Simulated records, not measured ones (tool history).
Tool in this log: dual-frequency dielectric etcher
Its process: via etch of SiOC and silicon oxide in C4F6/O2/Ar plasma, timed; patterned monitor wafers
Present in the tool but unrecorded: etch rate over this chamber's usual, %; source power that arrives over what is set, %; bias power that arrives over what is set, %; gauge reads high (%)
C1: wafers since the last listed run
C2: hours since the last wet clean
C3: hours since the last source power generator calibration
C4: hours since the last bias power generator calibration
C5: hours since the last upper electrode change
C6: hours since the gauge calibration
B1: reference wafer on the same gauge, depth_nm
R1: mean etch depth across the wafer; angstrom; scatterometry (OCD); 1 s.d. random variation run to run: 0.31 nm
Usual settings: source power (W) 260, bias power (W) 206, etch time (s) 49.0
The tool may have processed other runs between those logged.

{"run": 1, "day": 0.0, "source power (W)": 260, "bias power (W)": 206, "etch time (s)": 49.0, "C1": 0, "C2": 151.1, "C3": 1625.8, "C4": 2130.8, "C5": 1847.0, "C6": 122.9, "B1": 55.51, "R1": 519.4}
{"run": 2, "day": 2.75, "source power (W)": 260, "bias power (W)": 206, "etch time (s)": 49.0, "C1": 532, "C2": 217.1, "C3": 1691.8, "C4": 2196.8, "C5": 1913.0, "C6": 188.9, "B1": 55.47, "R1": 526.6}
{"run": 3, "day": 3.471, "source power (W)": 260, "bias power (W)": 206, "etch time (s)": 49.0, "C1": 139, "C2": 234.4, "C3": 1709.1, "C4": 2214.1, "C5": 1930.3, "C6": 206.2, "B1": 55.44, "R1": 527.8}
{"run": 4, "day": 4.967, "source power (W)": 260, "bias power (W)": 206, "etch time (s)": 49.0, "C1": 289, "C2": 270.3, "C3": 1745.0, "C4": 2250.0, "C5": 1966.2, "C6": 242.1, "B1": 55.48, "R1": 523.2}
{"run": 5, "day": 6.004, "source power (W)": 260, "bias power (W)": 206, "etch time (s)": 49.0, "C1": 200, "C2": 295.2, "C3": 1769.9, "C4": 2274.9, "C5": 1991.1, "C6": 267.0, "B1": 55.46, "R1": 524.6}
{"run": 6, "day": 8.388, "source power (W)": 300, "bias power (W)": 225, "etch time (s)": 49.0, "C1": 461, "C2": 352.4, "C3": 1827.1, "C4": 2332.1, "C5": 2048.3, "C6": 324.2, "B1": 55.57, "R1": 565.4}
{"run": 7, "day": 9.342, "source power (W)": 260, "bias power (W)": 206, "etch time (s)": 55.0, "C1": 184, "C2": 375.3, "C3": 1850.0, "C4": 2355.0, "C5": 2071.2, "C6": 347.1, "B1": 55.45, "R1": 595.0}
{"run": 8, "day": 9.975, "source power (W)": 260, "bias power (W)": 206, "etch time (s)": 55.0, "C1": 122, "C2": 390.5, "C3": 1865.2, "C4": 2370.2, "C5": 2086.4, "C6": 362.3, "B1": 55.52, "R1": 596.0}
{"run": 9, "day": 10.604, "source power (W)": 260, "bias power (W)": 206, "etch time (s)": 49.0, "C1": 121, "C2": 405.6, "C3": 1880.3, "C4": 2385.3, "C5": 2101.5, "C6": 377.4, "B1": 55.51, "R1": 527.2}
{"run": 10, "day": 11.175, "source power (W)": 260, "bias power (W)": 206, "etch time (s)": 49.0, "C1": 110, "C2": 419.3, "C3": 1894.0, "C4": 2399.0, "C5": 2115.2, "C6": 391.1, "B1": 55.48, "R1": 530.4}
{"run": 11, "day": 12.638, "source power (W)": 260, "bias power (W)": 230, "etch time (s)": 49.0, "C1": 283, "C2": 454.4, "C3": 1929.1, "C4": 2434.1, "C5": 2150.3, "C6": 426.2, "B1": 55.53, "R1": 546.2}
{"run": 12, "day": 13.596, "source power (W)": 260, "bias power (W)": 206, "etch time (s)": 49.0, "C1": 185, "C2": 477.4, "C3": 1952.1, "C4": 2457.1, "C5": 2173.3, "C6": 449.2, "B1": 55.54, "R1": 530.2}
{"day": 14.071, "done": "source power generator calibrated"}
{"run": 13, "day": 14.35, "source power (W)": 260, "bias power (W)": 206, "etch time (s)": 49.0, "C1": 113, "C2": 495.5, "C3": 6.7, "C4": 2475.2, "C5": 2191.4, "C6": 467.3, "B1": 55.55, "R1": 534.2}
{"day": 15.45, "done": "wet clean of the chamber"}
{"day": 15.592, "done": "bias power generator calibrated"}
{"run": 14, "day": 15.612, "source power (W)": 300, "bias power (W)": 206, "etch time (s)": 49.0, "C1": 23, "C2": 3.9, "C3": 37.0, "C4": 0.5, "C5": 2221.7, "C6": 497.6, "B1": 55.56, "R1": 565.9}
{"run": 15, "day": 16.708, "source power (W)": 200, "bias power (W)": 206, "etch time (s)": 49.0, "C1": 212, "C2": 30.2, "C3": 63.3, "C4": 26.8, "C5": 2248.0, "C6": 523.9, "B1": 55.53, "R1": 511.0}
{"run": 16, "day": 17.629, "source power (W)": 220, "bias power (W)": 167, "etch time (s)": 61.0, "C1": 178, "C2": 52.3, "C3": 85.4, "C4": 48.9, "C5": 2270.1, "C6": 546.0, "B1": 55.48, "R1": 618.6}
{"day": 18.871, "done": "gauge calibrated"}
{"day": 19.392, "done": "wet clean of the chamber, repeated, since the last time left the tool worse"}
{"day": 19.633, "done": "upper electrode replaced"}
{"run": 17, "day": 19.654, "source power (W)": 260, "bias power (W)": 173, "etch time (s)": 39.0, "C1": 151, "C2": 6.3, "C3": 134.0, "C4": 97.5, "C5": 0.5, "C6": 18.8, "B1": 55.45, "R1": 397.9}
{"run": 18, "day": 19.75, "source power (W)": 260, "bias power (W)": 206, "etch time (s)": 49.0, "C1": 18, "C2": 8.6, "C3": 136.3, "C4": 99.8, "C5": 2.8, "C6": 21.1, "B1": 55.52, "R1": 518.4}
{"run": 19, "day": 21.0, "source power (W)": 310, "bias power (W)": 173, "etch time (s)": 49.0, "C1": 241, "C2": 38.6, "C3": 166.3, "C4": 129.8, "C5": 32.8, "C6": 51.1, "B1": 55.58, "R1": 527.2}
{"run": 20, "day": 21.517, "source power (W)": 290, "bias power (W)": 177, "etch time (s)": 49.0, "C1": 100, "C2": 51.0, "C3": 178.7, "C4": 142.2, "C5": 45.2, "C6": 63.5, "B1": 55.53, "R1": 510.5}
{"run": 21, "day": 22.612, "source power (W)": 260, "bias power (W)": 168, "etch time (s)": 49.0, "C1": 212, "C2": 77.3, "C3": 205.0, "C4": 168.5, "C5": 71.5, "C6": 89.8, "B1": 55.49, "R1": 494.2}
{"run": 22, "day": 24.046, "source power (W)": 210, "bias power (W)": 184, "etch time (s)": 60.5, "C1": 277, "C2": 111.7, "C3": 239.4, "C4": 202.9, "C5": 105.9, "C6": 124.2, "B1": 55.44, "R1": 592.4}
{"run": 23, "day": 24.629, "source power (W)": 260, "bias power (W)": 206, "etch time (s)": 49.0, "C1": 112, "C2": 125.7, "C3": 253.4, "C4": 216.9, "C5": 119.9, "C6": 138.2, "B1": 55.55, "R1": 524.2}
{"run": 24, "day": 25.458, "source power (W)": 260, "bias power (W)": 159, "etch time (s)": 43.0, "C1": 160, "C2": 145.6, "C3": 273.3, "C4": 236.8, "C5": 139.8, "C6": 158.1, "B1": 55.52, "R1": 435.4}
{"run": 25, "day": 26.904, "source power (W)": 320, "bias power (W)": 206, "etch time (s)": 62.5, "C1": 279, "C2": 180.3, "C3": 308.0, "C4": 271.5, "C5": 174.5, "C6": 192.8, "B1": 55.55, "R1": 712.8}
{"run": 26, "day": 28.804, "source power (W)": 260, "bias power (W)": 176, "etch time (s)": 61.5, "C1": 367, "C2": 225.9, "C3": 353.6, "C4": 317.1, "C5": 220.1, "C6": 238.4, "B1": 55.54, "R1": 639.3}

Below are 4 alternative next runs, each starting from the tool's condition after run 26. Predict each:
{"run": "A", "day": 28.821, "source power (W)": 260, "bias power (W)": 162, "etch time (s)": 49.0, "C1": 3, "C2": 226.3, "C3": 354.0, "C4": 317.5, "C5": 220.5, "C6": 238.8, "B1": "?", "R1": "?"}
{"run": "B", "day": 28.821, "source power (W)": 290, "bias power (W)": 241, "etch time (s)": 49.0, "C1": 3, "C2": 226.3, "C3": 354.0, "C4": 317.5, "C5": 220.5, "C6": 238.8, "B1": "?", "R1": "?"}
{"run": "C", "day": 28.821, "source power (W)": 210, "bias power (W)": 206, "etch time (s)": 49.0, "C1": 3, "C2": 226.3, "C3": 354.0, "C4": 317.5, "C5": 220.5, "C6": 238.8, "B1": "?", "R1": "?"}
{"run": "D", "day": 28.821, "source power (W)": 260, "bias power (W)": 206, "etch time (s)": 35.5, "C1": 3, "C2": 226.3, "C3": 354.0, "C4": 317.5, "C5": 220.5, "C6": 238.8, "B1": "?", "R1": "?"}

run=A B1=55.51 R1=504.4
run=B B1=55.51 R1=569.1
run=C B1=55.51 R1=500.1
run=D B1=55.51 R1=384.8
With the hidden condition removed and each run's random variation left untouched, the same runs would have given:
run=A R1=494.6
run=B R1=558.0
run=C R1=490.5
run=D R1=377.4
